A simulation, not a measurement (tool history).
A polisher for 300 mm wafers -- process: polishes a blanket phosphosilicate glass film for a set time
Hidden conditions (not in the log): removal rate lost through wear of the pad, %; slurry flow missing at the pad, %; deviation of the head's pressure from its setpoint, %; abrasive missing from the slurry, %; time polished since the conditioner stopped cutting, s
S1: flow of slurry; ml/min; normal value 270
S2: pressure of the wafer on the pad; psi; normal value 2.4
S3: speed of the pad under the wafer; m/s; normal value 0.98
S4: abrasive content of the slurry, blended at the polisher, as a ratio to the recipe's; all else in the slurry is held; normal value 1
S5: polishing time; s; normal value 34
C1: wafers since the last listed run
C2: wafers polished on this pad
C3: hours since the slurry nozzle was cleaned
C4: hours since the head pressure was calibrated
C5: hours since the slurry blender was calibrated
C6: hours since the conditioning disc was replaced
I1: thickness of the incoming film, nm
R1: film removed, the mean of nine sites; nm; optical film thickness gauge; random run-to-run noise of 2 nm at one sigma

Run 1, day 0: usual settings but S2 1.8 psi; C1 0; C2 3343; C3 658.6; C4 6.4; C5 370.7; C6 377.4; I1 4656.5. Result: R1 132.6 nm.
Run 2, day 1.804: usual settings but S2 3 psi; C1 416; C2 3760; C3 701.9; C4 49.7; C5 414; C6 420.7; I1 4696.5. Result: R1 207.2 nm.
Run 3, day 5.421: usual settings but S2 3 psi; C1 835; C2 4595; C3 788.7; C4 136.5; C5 500.8; C6 507.5; I1 4555.4. Result: R1 199.9 nm.
At day 5.538: conditioning disc replaced and pad reconditioned.
At day 5.692: worn pad replaced by a new one.
At day 6.562: slurry blender recalibrated.
Run 4, day 8.671: usual settings but S1 240 ml/min; C1 676; C2 668; C3 866.7; C4 214.5; C5 50.6; C6 75.2; I1 4674.3. Result: R1 184.8 nm.
At day 9.825: slurry nozzle cleaned.
Run 5, day 11.038: usual settings but S4 0.9; C1 536; C2 1205; C3 29.1; C4 271.3; C5 107.4; C6 132; I1 4658.9. Result: R1 178.9 nm.
Run 6, day 13.554: usual settings but S4 0.9; C1 581; C2 1786; C3 89.5; C4 331.7; C5 167.8; C6 192.4; I1 4591.9. Result: R1 178.7 nm.
Run 7, day 16.804: usual settings but S2 2 psi, S5 23 s; C1 750; C2 2536; C3 167.5; C4 409.7; C5 245.8; C6 270.4; I1 4597.2. Result: R1 101.8 nm.
At day 20.112: head pressure recalibrated.
Run 8, day 24.567: usual settings but S1 180 ml/min, S4 0.7, S5 39 s; C1 1773; C2 4309; C3 353.8; C4 106.9; C5 432.1; C6 456.7; I1 4620.8. Result: R1 170.7 nm.
At day 25.225: worn pad replaced by a new one.
Run 9, day 26.508: usual settings but S2 2.8 psi, S4 0.85; C1 409; C2 295; C3 400.4; C4 153.5; C5 478.7; C6 503.3; I1 4613. Result: R1 188.2 nm.
At day 27.442: conditioning disc replaced and pad reconditioned.
Run 10, day 28.879: usual settings but S5 43 s; C1 528; C2 824; C3 457.3; C4 210.4; C5 535.6; C6 34.5; I1 4562.7. Result: R1 243.5 nm.
At day 30.712: slurry blender recalibrated.
Run 11, day 31.188: usual settings; C1 513; C2 1337; C3 512.7; C4 265.8; C5 11.4; C6 89.9; I1 4618.2. Result: R1 190.3 nm.
Run 12, day 35.146: usual settings; C1 913; C2 2251; C3 607.7; C4 360.8; C5 106.4; C6 184.9; I1 4582.9. Result: R1 183.3 nm.
Run 13, day 39.4: usual settings but S4 1.15; C1 982; C2 3234; C3 709.8; C4 462.9; C5 208.5; C6 287; I1 4626.2. Result: R1 188.1 nm.
At day 41.754: head pressure recalibrated.
At day 41.817: slurry nozzle cleaned.
Run 14, day 42.429: usual settings but S4 0.8, S5 30 s; C1 670; C2 3904; C3 14.7; C4 16.2; C5 281.2; C6 359.7; I1 4715. Result: R1 146.1 nm.
Run 15, day 46.754: usual settings but S4 0.85, S5 26 s; C1 998; C2 4903; C3 118.5; C4 120; C5 385; C6 463.5; I1 4643.2. Result: R1 128.8 nm.
At day 50.458: worn pad replaced by a new one.
Run 16, day 50.604: usual settings but S4 0.75; C1 850; C2 33; C3 210.9; C4 212.4; C5 477.4; C6 555.9; I1 4628.8. Result: R1 158.4 nm.
At day 50.933: conditioning disc replaced and pad reconditioned.
At day 51.217: slurry blender recalibrated.
Run 17, day 53.25: usual settings but S4 1.3; C1 572; C2 606; C3 274.4; C4 275.9; C5 48.8; C6 55.6; I1 4637.8. Result: R1 200.3 nm.
Run 18, day 57.175: usual settings; C1 906; C2 1512; C3 368.6; C4 370.1; C5 143; C6 149.8; I1 4588. Result: R1 183.9 nm.
Run 19, day 60.233: usual settings but S1 240 ml/min; C1 706; C2 2218; C3 442; C4 443.5; C5 216.4; C6 223.2; I1 4680.5. Result: R1 178.1 nm.
Run 20, day 63.533: usual settings but S3 0.68 m/s; C1 761; C2 2980; C3 521.2; C4 522.7; C5 295.6; C6 302.4; I1 4687.6. Result: R1 137.8 nm.
At day 64.488: head pressure recalibrated.
Run 21, day 65.812: usual settings but S1 220 ml/min, S2 1.7 psi, S5 24 s; C1 507; C2 3487; C3 575.9; C4 31.8; C5 350.3; C6 357.1; I1 4618.9. Result: R1 86.9 nm.

Run 22 has not been measured yet. What should we expect?
Run 22, day 69.729: usual settings but S4 1.25; C1 904; C2 4391; C3 669.9; C4 125.8; C5 444.3; C6 451.1; I1 4619.5. Result: R1 ?.

For run 22 the tool returned R1 186.6 nm.
With the hidden condition absent and the run-to-run variation left alone, this run would have shown R1 212.7 nm.
